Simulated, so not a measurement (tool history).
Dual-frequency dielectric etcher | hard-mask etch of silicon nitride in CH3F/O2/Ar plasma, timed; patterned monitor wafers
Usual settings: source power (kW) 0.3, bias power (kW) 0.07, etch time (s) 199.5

run    hour  source power (kW)  bias power (kW)  etch time (s)  wafers since the last listed run  hours since the last wet clean  hours since the last source power generator calibration  hours since the last bias power generator calibration  hours since the last upper electrode change  hours since the gauge calibration  read-back reference wafer on the same gauge, depth_nm  mean etch depth across the wafer (nm)
  1       0                0.3             0.07          199.5                                 0                             0.5                                                   2127.3                                                   2601                                         3124                             1469.6                                                    129                                  124.4
  2    84.8                0.3             0.07          199.5                               677                            85.3                                                   2212.1                                                 2685.8                                       3208.8                             1554.4                                                    129                                  125.5
  3   150.4                0.3             0.07          199.5                               524                           150.9                                                   2277.7                                                 2751.4                                       3274.4                               1620                                                  128.9                                  124.9
  4   193.5                0.3             0.07            236                               344                             194                                                   2320.8                                                 2794.5                                       3317.5                             1663.1                                                    129                                  148.7
  5   285.4                0.3             0.07            236                               734                           285.9                                                   2412.7                                                 2886.4                                       3409.4                               1755                                                  128.8                                  147.7
  6   386.8               0.32            0.079          199.5                               810                           387.3                                                   2514.1                                                 2987.8                                       3510.8                             1856.4                                                  129.1                                  135.1
  7   451.1               0.32            0.079          199.5                               513                           451.6                                                   2578.4                                                 3052.1                                       3575.1                             1920.7                                                    129                                  134.1
      511.1  -- wet clean of the chamber
  8   511.6               0.32            0.079          199.5                               291                             0.5                                                   2638.9                                                 3112.6                                       3635.6                             1981.2                                                  128.9                                  134.9
  9   548.9                0.3             0.07          199.5                               298                            37.8                                                   2676.2                                                 3149.9                                       3672.9                             2018.5                                                  129.2                                    125
 10   647.9                0.3             0.07          199.5                               791                           136.8                                                   2775.2                                                 3248.9                                       3771.9                             2117.5                                                  128.9                                    124
 11   686.1                0.3             0.07          199.5                               305                             175                                                   2813.4                                                 3287.1                                       3810.1                             2155.7                                                  129.1                                  125.9
 12   754.3                0.3             0.07          199.5                               545                           243.2                                                   2881.6                                                 3355.3                                       3878.3                             2223.9                                                  129.1                                  124.7
 13   841.9                0.3             0.07          199.5                               700                           330.8                                                   2969.2                                                 3442.9                                       3965.9                             2311.5                                                  129.4                                  124.3
 14   929.5               0.27            0.057            156                               700                           418.4                                                   3056.8                                                 3530.5                                       4053.5                             2399.1                                                    129                                   86.3
      955.3  -- wet clean of the chamber
     1012.1  -- source power generator calibrated
 15  1024.4                0.3            0.087            164                               534                            69.1                                                     12.3                                                 3625.4                                       4148.4                               2494                                                  129.1                                  112.9
 16  1110.6                0.3             0.07          199.5                               688                           155.3                                                     98.5                                                 3711.6                                       4234.6                             2580.2                                                    129                                  123.9
 17  1160.6               0.37            0.064          241.5                               399                           205.3                                                    148.5                                                 3761.6                                       4284.6                             2630.2                                                    129                                  155.2
     1186.2  -- gauge calibrated
 18  1224.7               0.26             0.07          234.5                               512                           269.4                                                    212.6                                                 3825.7                                       4348.7                               38.5                                                  128.9                                  140.6
 19  1282.8               0.22            0.059            247                               464                           327.5                                                    270.7                                                 3883.8                                       4406.8                               96.6                                                    129                                  130.8
     1329.4  -- bias power generator calibrated
 20  1352.5               0.25            0.059            167                               525                           397.2                                                    340.4                                                   23.1                                       4476.5                              166.3                                                  128.9                                   92.2
 21  1438.3                0.3             0.07            258                               685                             483                                                    426.2                                                  108.9                                       4562.3                              252.1                                                  129.2                                  160.4
     1488.1  -- wet clean of the chamber
 22    1533                0.3            0.053          240.5                               564                            44.9                                                    520.9                                                  203.6                                         4657                              346.8                                                  129.2                                  133.4
     1591.4  -- upper electrode replaced
 23  1612.4                0.3             0.07          199.5                               442                           124.3                                                    600.3                                                    283                                           21                              426.2                                                  128.9                                  124.7
 24  1694.8               0.32            0.079            175                               658                           206.7                                                    682.7                                                  365.4                                        103.4                              508.6                                                  128.8                                    117
     1909.9  -- wet clean of the chamber
 25  1989.2                0.3             0.07          199.5                              2160                            79.3                                                    977.1                                                  659.8                                        397.8                                803                                                  129.2                                  124.2
 26  2033.3               0.24             0.07            175                               352                           123.4                                                   1021.2                                                  703.9                                        441.9                              847.1                                                  129.2                                  102.9
 27  2103.3                0.3             0.07          199.5                               559                           193.4                                                   1091.2                                                  773.9                                        511.9                              917.1                                                  129.1                                  124.9
 28  2151.2                0.3            0.085          224.5                               382                           241.3                                                   1139.1                                                  821.8                                        559.8                                965                                                  129.1                                  153.8
 29  2238.7               0.36            0.065            223                               699                           328.8                                                   1226.6                                                  909.3                                        647.3                             1052.5                                                  129.4                                  141.6

Below are 5 alternative next runs, each starting from the tool's condition after run 29. Predict each:
  A  2239.2                0.3             0.07          199.5                                 3                           329.3                                                   1227.1                                                  909.8                                        647.8                               1053                                                      ?                                      ?
  B  2239.2                0.3            0.057            169                                 3                           329.3                                                   1227.1                                                  909.8                                        647.8                               1053                                                      ?                                      ?
  C  2239.2                0.3            0.064          179.5                                 3                           329.3                                                   1227.1                                                  909.8                                        647.8                               1053                                                      ?                                      ?
  D  2239.2                0.3             0.06          220.5                                 3                           329.3                                                   1227.1                                                  909.8                                        647.8                               1053                                                      ?                                      ?
  E  2239.2               0.34             0.07            156                                 3                           329.3                                                   1227.1                                                  909.8                                        647.8                               1053                                                      ?                                      ?

run  read-back reference wafer on the same gauge, depth_nm  mean etch depth across the wafer (nm)
  A                                                  129.1                                  124.7
  B                                                  129.1                                   96.2
  C                                                  129.1                                  107.7
  D                                                  129.1                                  128.5
  E                                                  129.1                                  101.1
Had the tool no hidden state, the same runs would have come out as:
run  mean etch depth across the wafer (nm)
  A                                  124.7
  B                                   96.2
  C                                  107.7
  D                                  128.5
  E                                  101.1
